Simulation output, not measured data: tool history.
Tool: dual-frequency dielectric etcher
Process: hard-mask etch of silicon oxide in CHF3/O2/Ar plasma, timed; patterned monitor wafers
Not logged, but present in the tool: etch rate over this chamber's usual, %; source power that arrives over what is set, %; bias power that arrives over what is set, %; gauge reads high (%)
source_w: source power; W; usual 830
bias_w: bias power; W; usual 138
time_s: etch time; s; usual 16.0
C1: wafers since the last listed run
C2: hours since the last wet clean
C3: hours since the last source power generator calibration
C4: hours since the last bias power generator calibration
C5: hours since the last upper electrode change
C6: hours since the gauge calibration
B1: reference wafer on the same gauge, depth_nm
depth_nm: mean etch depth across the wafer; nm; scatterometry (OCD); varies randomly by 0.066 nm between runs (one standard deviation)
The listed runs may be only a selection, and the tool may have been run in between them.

{"run": 1, "day": 0.0, "source_w": 830, "bias_w": 138, "time_s": 16.0, "C1": 0, "C2": 182.9, "C3": 3060.4, "C4": 2146.8, "C5": 2552.2, "C6": 160.5, "B1": 29.79, "depth_nm": 33.27}
{"run": 2, "day": 0.571, "source_w": 830, "bias_w": 138, "time_s": 16.0, "C1": 195, "C2": 196.6, "C3": 3074.1, "C4": 2160.5, "C5": 2565.9, "C6": 174.2, "B1": 29.8, "depth_nm": 33.38}
{"run": 3, "day": 1.35, "source_w": 830, "bias_w": 138, "time_s": 16.0, "C1": 266, "C2": 215.3, "C3": 3092.8, "C4": 2179.2, "C5": 2584.6, "C6": 192.9, "B1": 29.83, "depth_nm": 33.18}
{"day": 3.512, "done": "upper electrode replaced"}
{"run": 4, "day": 3.533, "source_w": 830, "bias_w": 138, "time_s": 17.5, "C1": 404, "C2": 267.7, "C3": 3145.2, "C4": 2231.6, "C5": 0.5, "C6": 245.3, "B1": 29.83, "depth_nm": 36.26}
{"run": 5, "day": 3.804, "source_w": 830, "bias_w": 138, "time_s": 17.5, "C1": 92, "C2": 274.2, "C3": 3151.7, "C4": 2238.1, "C5": 7.0, "C6": 251.8, "B1": 29.8, "depth_nm": 36.39}
{"run": 6, "day": 4.888, "source_w": 830, "bias_w": 123, "time_s": 16.0, "C1": 370, "C2": 300.2, "C3": 3177.7, "C4": 2264.1, "C5": 33.0, "C6": 277.8, "B1": 29.8, "depth_nm": 32.12}
{"run": 7, "day": 6.208, "source_w": 720, "bias_w": 138, "time_s": 16.0, "C1": 451, "C2": 331.9, "C3": 3209.4, "C4": 2295.8, "C5": 64.7, "C6": 309.5, "B1": 29.78, "depth_nm": 30.04}
{"run": 8, "day": 6.783, "source_w": 830, "bias_w": 138, "time_s": 16.0, "C1": 196, "C2": 345.7, "C3": 3223.2, "C4": 2309.6, "C5": 78.5, "C6": 323.3, "B1": 29.77, "depth_nm": 33.02}
{"run": 9, "day": 7.979, "source_w": 830, "bias_w": 138, "time_s": 16.0, "C1": 408, "C2": 374.4, "C3": 3251.9, "C4": 2338.3, "C5": 107.2, "C6": 352.0, "B1": 29.78, "depth_nm": 33.11}
{"run": 10, "day": 9.008, "source_w": 830, "bias_w": 138, "time_s": 16.0, "C1": 351, "C2": 399.1, "C3": 3276.6, "C4": 2363.0, "C5": 131.9, "C6": 376.7, "B1": 29.81, "depth_nm": 33.03}
{"run": 11, "day": 9.971, "source_w": 830, "bias_w": 138, "time_s": 16.0, "C1": 329, "C2": 422.2, "C3": 3299.7, "C4": 2386.1, "C5": 155.0, "C6": 399.8, "B1": 29.78, "depth_nm": 33.01}
{"run": 12, "day": 10.754, "source_w": 830, "bias_w": 119, "time_s": 15.0, "C1": 267, "C2": 441.0, "C3": 3318.5, "C4": 2404.9, "C5": 173.8, "C6": 418.6, "B1": 29.8, "depth_nm": 29.51}
{"run": 13, "day": 11.504, "source_w": 830, "bias_w": 138, "time_s": 16.0, "C1": 256, "C2": 459.0, "C3": 3336.5, "C4": 2422.9, "C5": 191.8, "C6": 436.6, "B1": 29.83, "depth_nm": 32.83}
{"run": 14, "day": 12.496, "source_w": 830, "bias_w": 138, "time_s": 18.5, "C1": 339, "C2": 482.8, "C3": 3360.3, "C4": 2446.7, "C5": 215.6, "C6": 460.4, "B1": 29.79, "depth_nm": 37.92}
{"run": 15, "day": 13.658, "source_w": 1010, "bias_w": 138, "time_s": 16.0, "C1": 397, "C2": 510.7, "C3": 3388.2, "C4": 2474.6, "C5": 243.5, "C6": 488.3, "B1": 29.81, "depth_nm": 37.03}
{"day": 14.688, "done": "gauge calibrated"}
{"run": 16, "day": 14.767, "source_w": 830, "bias_w": 167, "time_s": 12.0, "C1": 379, "C2": 537.3, "C3": 3414.8, "C4": 2501.2, "C5": 270.1, "C6": 1.9, "B1": 29.78, "depth_nm": 26.01}
{"day": 15.362, "done": "bias power generator calibrated"}
{"run": 17, "day": 15.621, "source_w": 830, "bias_w": 169, "time_s": 12.0, "C1": 235, "C2": 557.8, "C3": 3435.3, "C4": 6.2, "C5": 290.6, "C6": 22.4, "B1": 29.82, "depth_nm": 26.07}
{"day": 16.175, "done": "source power generator calibrated"}
{"day": 16.633, "done": "wet clean of the chamber"}
{"run": 18, "day": 16.725, "source_w": 700, "bias_w": 168, "time_s": 14.5, "C1": 164, "C2": 2.2, "C3": 13.2, "C4": 32.7, "C5": 317.1, "C6": 48.9, "B1": 29.78, "depth_nm": 29.7}
{"run": 19, "day": 20.438, "source_w": 650, "bias_w": 138, "time_s": 18.5, "C1": 1269, "C2": 91.3, "C3": 102.3, "C4": 121.8, "C5": 406.2, "C6": 138.0, "B1": 29.8, "depth_nm": 33.69}
{"run": 20, "day": 21.688, "source_w": 830, "bias_w": 138, "time_s": 16.0, "C1": 427, "C2": 121.3, "C3": 132.3, "C4": 151.8, "C5": 436.2, "C6": 168.0, "B1": 29.8, "depth_nm": 34.39}
{"run": 21, "day": 22.362, "source_w": 830, "bias_w": 113, "time_s": 16.0, "C1": 230, "C2": 137.5, "C3": 148.5, "C4": 168.0, "C5": 452.4, "C6": 184.2, "B1": 29.79, "depth_nm": 32.41}
{"run": 22, "day": 23.054, "source_w": 980, "bias_w": 138, "time_s": 17.5, "C1": 236, "C2": 154.1, "C3": 165.1, "C4": 184.6, "C5": 469.0, "C6": 200.8, "B1": 29.81, "depth_nm": 41.26}
{"run": 23, "day": 24.362, "source_w": 940, "bias_w": 152, "time_s": 14.0, "C1": 447, "C2": 185.5, "C3": 196.5, "C4": 216.0, "C5": 500.4, "C6": 232.2, "B1": 29.81, "depth_nm": 33.15}
{"run": 24, "day": 25.321, "source_w": 650, "bias_w": 138, "time_s": 18.5, "C1": 327, "C2": 208.5, "C3": 219.5, "C4": 239.0, "C5": 523.4, "C6": 255.2, "B1": 29.81, "depth_nm": 33.47}
{"run": 25, "day": 25.883, "source_w": 830, "bias_w": 164, "time_s": 16.0, "C1": 192, "C2": 222.0, "C3": 233.0, "C4": 252.5, "C5": 536.9, "C6": 268.7, "B1": 29.78, "depth_nm": 35.99}
{"run": 26, "day": 27.2, "source_w": 940, "bias_w": 167, "time_s": 20.5, "C1": 450, "C2": 253.6, "C3": 264.6, "C4": 284.1, "C5": 568.5, "C6": 300.3, "B1": 29.82, "depth_nm": 49.73}
{"run": 27, "day": 27.821, "source_w": 830, "bias_w": 171, "time_s": 12.0, "C1": 212, "C2": 268.5, "C3": 279.5, "C4": 299.0, "C5": 583.4, "C6": 315.2, "B1": 29.83, "depth_nm": 27.2}
{"run": 28, "day": 28.546, "source_w": 830, "bias_w": 152, "time_s": 16.0, "C1": 247, "C2": 285.9, "C3": 296.9, "C4": 316.4, "C5": 600.8, "C6": 332.6, "B1": 29.78, "depth_nm": 35.01}
{"run": 29, "day": 29.296, "source_w": 830, "bias_w": 138, "time_s": 16.0, "C1": 256, "C2": 303.9, "C3": 314.9, "C4": 334.4, "C5": 618.8, "C6": 350.6, "B1": 29.81, "depth_nm": 34.05}
{"run": 30, "day": 30.0, "source_w": 900, "bias_w": 116, "time_s": 16.0, "C1": 240, "C2": 320.8, "C3": 331.8, "C4": 351.3, "C5": 635.7, "C6": 367.5, "B1": 29.79, "depth_nm": 33.92}
{"run": 31, "day": 31.488, "source_w": 830, "bias_w": 169, "time_s": 12.0, "C1": 508, "C2": 356.5, "C3": 367.5, "C4": 387.0, "C5": 671.4, "C6": 403.2, "B1": 29.79, "depth_nm": 27.1}

The same runs without the tool's hidden state, with the same run-to-run variation:
run=1 depth_nm=34.27
run=2 depth_nm=34.41
run=3 depth_nm=34.24
run=4 depth_nm=37.52
run=5 depth_nm=37.66
run=6 depth_nm=33.30
run=7 depth_nm=31.18
run=8 depth_nm=34.31
run=9 depth_nm=34.44
run=10 depth_nm=34.40
run=11 depth_nm=34.42
run=12 depth_nm=30.81
run=13 depth_nm=34.30
run=14 depth_nm=39.67
run=15 depth_nm=38.81
run=16 depth_nm=27.27
run=17 depth_nm=27.37
run=18 depth_nm=29.57
run=19 depth_nm=33.70
run=20 depth_nm=34.44
run=21 depth_nm=32.49
run=22 depth_nm=41.40
run=23 depth_nm=33.31
run=24 depth_nm=33.68
run=25 depth_nm=36.24
run=26 depth_nm=50.15
run=27 depth_nm=27.45
run=28 depth_nm=35.36
run=29 depth_nm=34.42
run=30 depth_nm=34.31
run=31 depth_nm=27.47
